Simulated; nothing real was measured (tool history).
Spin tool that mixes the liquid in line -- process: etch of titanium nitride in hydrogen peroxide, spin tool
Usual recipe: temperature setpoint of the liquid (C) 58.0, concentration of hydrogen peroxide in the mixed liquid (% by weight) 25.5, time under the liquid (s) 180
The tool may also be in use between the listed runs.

| run | hour | temperature setpoint of the liquid (C) | concentration of hydrogen peroxide in the mixed liquid (% by weight) | time under the liquid (s) | wafers since the last listed run | hours since the thermometer was replaced | hours since the peroxide flow meter was replaced | hours since the heated supply line was repaired | hours since the drum of peroxide was connected | hours since the gauge calibration | read-back film thickness of the titanium nitride reference wafer, read on the same gauge (nm) | thickness taken off the titanium nitride on a monitor wafer (angstrom) |
|---|---|---|---|---|---|---|---|---|---|---|---|---|
| 1 | 0.0 | 65.5 | 25.5 | 110 | 0 | 2424.6 | 1474.4 | 847.8 | 409.9 | 2255.8 | 140.00 | 89.8 |
| 2 | 48.0 | 65.5 | 25.5 | 110 | 473 | 2472.6 | 1522.4 | 895.8 | 457.9 | 2303.8 | 140.00 | 89.3 |
| 3 | 100.7 | 65.5 | 25.5 | 110 | 519 | 2525.3 | 1575.1 | 948.5 | 510.6 | 2356.5 | 139.98 | 88.8 |
|  | 146.1 | gauge calibrated |
| 4 | 150.5 | 58.0 | 25.5 | 130 | 491 | 2575.1 | 1624.9 | 998.3 | 560.4 | 4.4 | 139.97 | 62.8 |
|  | 153.4 | peroxide flow meter replaced |
| 5 | 218.5 | 58.0 | 25.5 | 130 | 661 | 2643.1 | 65.1 | 1066.3 | 628.4 | 72.4 | 140.00 | 63.9 |
|  | 356.4 | new drum of peroxide connected |
| 6 | 409.2 | 49.5 | 21.5 | 180 | 1871 | 2833.8 | 255.8 | 1257.0 | 52.8 | 263.1 | 140.03 | 46.4 |
| 7 | 449.1 | 58.0 | 25.5 | 220 | 393 | 2873.7 | 295.7 | 1296.9 | 92.7 | 303.0 | 139.99 | 107.9 |
| 8 | 489.9 | 52.0 | 30.0 | 280 | 402 | 2914.5 | 336.5 | 1337.7 | 133.5 | 343.8 | 139.98 | 93.7 |
|  | 499.2 | thermometer replaced |
| 9 | 548.6 | 58.0 | 25.5 | 180 | 569 | 49.4 | 395.2 | 1396.4 | 192.2 | 402.5 | 139.99 | 87.9 |
| 10 | 600.8 | 66.0 | 30.0 | 225 | 514 | 101.6 | 447.4 | 1448.6 | 244.4 | 454.7 | 140.01 | 196.4 |
| 11 | 648.8 | 63.5 | 21.5 | 125 | 473 | 149.6 | 495.4 | 1496.6 | 292.4 | 502.7 | 139.98 | 86.2 |
| 12 | 719.6 | 58.0 | 25.5 | 180 | 698 | 220.4 | 566.2 | 1567.4 | 363.2 | 573.5 | 139.99 | 87.1 |
| 13 | 769.8 | 54.0 | 25.5 | 180 | 495 | 270.6 | 616.4 | 1617.6 | 413.4 | 623.7 | 140.00 | 66.5 |
|  | 786.7 | heated supply line repaired |
| 14 | 799.9 | 58.0 | 30.0 | 115 | 287 | 300.7 | 646.5 | 13.2 | 443.5 | 653.8 | 140.04 | 58.1 |
| 15 | 871.5 | 58.0 | 29.0 | 225 | 706 | 372.3 | 718.1 | 84.8 | 515.1 | 725.4 | 139.99 | 112.7 |
| 16 | 903.4 | 64.0 | 22.0 | 80 | 314 | 404.2 | 750.0 | 116.7 | 547.0 | 757.3 | 140.02 | 57.3 |
| 17 | 968.2 | 48.5 | 30.0 | 130 | 639 | 469.0 | 814.8 | 181.5 | 611.8 | 822.1 | 139.99 | 33.3 |
| 18 | 1031.5 | 63.5 | 25.5 | 180 | 624 | 532.3 | 878.1 | 244.8 | 675.1 | 885.4 | 140.02 | 129.1 |
|  | 1057.4 | new drum of peroxide connected |
| 19 | 1063.1 | 58.0 | 25.5 | 180 | 301 | 563.9 | 909.7 | 276.4 | 5.7 | 917.0 | 140.02 | 87.6 |
| 20 | 1087.9 | 58.0 | 25.5 | 180 | 244 | 588.7 | 934.5 | 301.2 | 30.5 | 941.8 | 140.00 | 87.1 |
| 21 | 1156.7 | 58.0 | 25.5 | 180 | 678 | 657.5 | 1003.3 | 370.0 | 99.3 | 1010.6 | 139.99 | 88.4 |
| 22 | 1214.5 | 58.0 | 25.5 | 180 | 570 | 715.3 | 1061.1 | 427.8 | 157.1 | 1068.4 | 140.00 | 87.4 |
| 23 | 1279.9 | 58.0 | 30.0 | 280 | 645 | 780.7 | 1126.5 | 493.2 | 222.5 | 1133.8 | 139.99 | 142.8 |
| 24 | 1322.0 | 64.0 | 28.5 | 250 | 415 | 822.8 | 1168.6 | 535.3 | 264.6 | 1175.9 | 140.02 | 188.8 |

Here are 5 independent what-if runs from the current tool condition. What would each one return?
| A | 1322.5 | 58.0 | 25.5 | 180 | 4 | 823.3 | 1169.1 | 535.8 | 265.1 | 1176.4 | ? | ? |
| B | 1322.5 | 61.0 | 22.0 | 80 | 4 | 823.3 | 1169.1 | 535.8 | 265.1 | 1176.4 | ? | ? |
| C | 1322.5 | 58.0 | 25.5 | 280 | 4 | 823.3 | 1169.1 | 535.8 | 265.1 | 1176.4 | ? | ? |
| D | 1322.5 | 49.5 | 30.0 | 180 | 4 | 823.3 | 1169.1 | 535.8 | 265.1 | 1176.4 | ? | ? |
| E | 1322.5 | 66.0 | 20.0 | 180 | 4 | 823.3 | 1169.1 | 535.8 | 265.1 | 1176.4 | ? | ? |

| run | read-back film thickness of the titanium nitride reference wafer, read on the same gauge (nm) | thickness taken off the titanium nitride on a monitor wafer (angstrom) |
|---|---|---|
| A | 140.01 | 86.7 |
| B | 140.01 | 45.8 |
| C | 140.01 | 134.9 |
| D | 140.01 | 49.3 |
| E | 140.01 | 140.9 |
The same runs, with their run-to-run variation unchanged, on a tool lacking any hidden condition would have given:
| run | thickness taken off the titanium nitride on a monitor wafer (angstrom) |
|---|---|
| A | 86.7 |
| B | 45.8 |
| C | 134.9 |
| D | 49.3 |
| E | 140.9 |
